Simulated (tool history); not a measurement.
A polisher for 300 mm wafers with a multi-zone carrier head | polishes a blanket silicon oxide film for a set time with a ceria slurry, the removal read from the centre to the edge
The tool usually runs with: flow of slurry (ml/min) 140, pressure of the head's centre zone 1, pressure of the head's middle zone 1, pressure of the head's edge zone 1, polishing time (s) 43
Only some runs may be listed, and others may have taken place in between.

run    hour  flow of slurry (ml/min)  pressure of the head's centre zone  pressure of the head's middle zone  pressure of the head's edge zone  polishing time (s)  wafers since the last listed run  wafers polished on this pad  hours since the slurry nozzle was cleaned  hours since the centre zone pressure was calibrated  hours since the edge zone pressure was calibrated  hours since the carrier head's membrane was replaced  incoming thickness of the incoming film, nm  film removed at the wafer's centre (angstrom)  film removed at mid-radius (angstrom)  film removed at the wafer's edge (angstrom)
  1       0                      140                                   1                                   1                                 1                  43                                 0                         5140                                      345.6                                                  929                                              311.1                                                1280.7                                        750.7                                           2607                                   2642                                         2745
  2    28.8                      160                                   1                                   1                                 1                  43                               445                         5585                                      374.4                                                957.8                                              339.9                                                1309.5                                        744.1                                           2731                                   2710                                         2861
       92.6  -- worn pad replaced by a new one
  3    96.9                      160                                   1                                   1                                 1                  43                               991                           66                                      442.5                                               1025.9                                                408                                                1377.6                                        751.6                                           2708                                   2734                                         2792
       98.5  -- slurry nozzle cleaned
        110  -- edge zone pressure recalibrated
  4   164.1                      150                                   1                                   1                                 1                  37                               992                         1058                                       65.6                                               1093.1                                               54.1                                                1444.8                                        743.4                                           2470                                   2442                                         2465
  5     224                      150                                   1                                   1                                 1                  37                               926                         1985                                      125.5                                                 1153                                                114                                                1504.7                                        748.3                                           2406                                   2382                                         2380
      266.5  -- centre zone pressure recalibrated
  6     267                      140                                   1                                   1                                 1                  31                               633                         2619                                      168.5                                                  0.5                                                157                                                1547.7                                        743.3                                           1925                                   1897                                         1997
  7   331.1                      110                                 0.9                                   1                                 1                  35                               991                         3610                                      232.6                                                 64.6                                              221.1                                                1611.8                                          762                                           1736                                   1982                                         2110
  8   377.9                      160                                   1                                   1                                 1                  43                               723                         4334                                      279.4                                                111.4                                              267.9                                                1658.6                                          756                                           2730                                   2681                                         2696
  9   406.3                      150                                   1                                   1                                 1                  37                               439                         4773                                      307.8                                                139.8                                              296.3                                                  1687                                        757.9                                           2251                                   2266                                         2382
      450.8  -- worn pad replaced by a new one
      454.3  -- carrier head's membrane replaced by a new one
      465.4  -- slurry nozzle cleaned
 10   475.3                      160                                   1                                   1                                 1                  43                               935                          308                                        9.9                                                208.8                                              365.3                                                    21                                        754.5                                           2989                                   2935                                         2896
 11   545.7                      140                                   1                                   1                                 1                  43                              1088                         1397                                       80.3                                                279.2                                              435.7                                                  91.4                                        735.8                                           2762                                   2846                                         2814
      558.5  -- edge zone pressure recalibrated
 12   591.4                      110                                0.92                                0.96                                 1                  43                               675                         2073                                        126                                                324.9                                               32.9                                                 137.1                                        752.2                                           2318                                   2474                                         2704
 13   653.2                      185                                0.95                                1.09                                 1                  43                               955                         3028                                      187.8                                                386.7                                               94.7                                                 198.9                                        748.7                                           2733                                   3088                                         2869
 14   685.1                      140                                   1                                   1                                 1                  54                               493                         3521                                      219.7                                                418.6                                              126.6                                                 230.8                                        752.2                                           3283                                   3368                                         3490
      816.4  -- slurry nozzle cleaned
      842.3  -- worn pad replaced by a new one
 15   870.6                      140                                   1                                   1                                 1                  43                              2791                          437                                       54.2                                                604.1                                              312.1                                                 416.3                                          756                                           2802                                   2807                                         2825
 16     904                      140                                1.11                                   1                                 1                  32                               516                          953                                       87.6                                                637.5                                              345.5                                                 449.7                                        755.7                                           2272                                   2034                                         2116
 17   964.1                      140                                   1                                 0.9                                 1                  32                               929                         1882                                      147.7                                                697.6                                              405.6                                                 509.8                                        756.6                                           1988                                   1844                                         2060
     1034.4  -- edge zone pressure recalibrated
 18  1161.5                      140                                   1                                   1                                 1                  43                              3021                         4904                                      345.1                                                  895                                              127.1                                                 707.2                                        765.3                                           2583                                   2601                                         2722
     1181.9  -- worn pad replaced by a new one
 19  1209.4                      140                                   1                                0.91                                 1                  43                               678                          424                                        393                                                942.9                                                175                                                 755.1                                        746.3                                           2582                                   2349                                         2713
     1246.1  -- slurry nozzle cleaned
 20  1248.8                      110                                   1                                   1                                 1                  43                               593                         1018                                        2.7                                                982.3                                              214.4                                                 794.5                                        751.7                                           2821                                   2758                                         2829
 21  1295.5                      140                                1.08                                   1                                 1                  34                               722                         1740                                       49.4                                                 1029                                              261.1                                                 841.2                                        756.7                                           2445                                   2272                                         2244

What would each run have given without the hidden state, its run-to-run variation left as it was?
Hidden state at play: removal rate lost through wear of the pad, %; slurry flow missing at the pad, %; deviation of the centre zone's pressure from its setpoint, %; deviation of the edge zone's pressure from its setpoint, %.
run  film removed at the wafer's centre (angstrom)  film removed at mid-radius (angstrom)  film removed at the wafer's edge (angstrom)
  1                                           2937                                   2931                                         2949
  2                                           3042                                   2979                                         3057
  3                                           3028                                   3015                                         2991
  4                                           2600                                   2554                                         2545
  5                                           2607                                   2555                                         2501
  6                                           2133                                   2075                                         2125
  7                                           2021                                   2258                                         2300
  8                                           3068                                   2969                                         2896
  9                                           2560                                   2534                                         2574
 10                                           3017                                   2959                                         2913
 11                                           2905                                   2975                                         2903
 12                                           2533                                   2671                                         2847
 13                                           2936                                   3289                                         3003
 14                                           3633                                   3679                                         3711
 15                                           2917                                   2908                                         2896
 16                                           2407                                   2140                                         2193
 17                                           2163                                   1985                                         2168
 18                                           2936                                   2908                                         2939
 19                                           2948                                   2635                                         2937
 20                                           2829                                   2765                                         2834
 21                                           2518                                   2331                                         2285
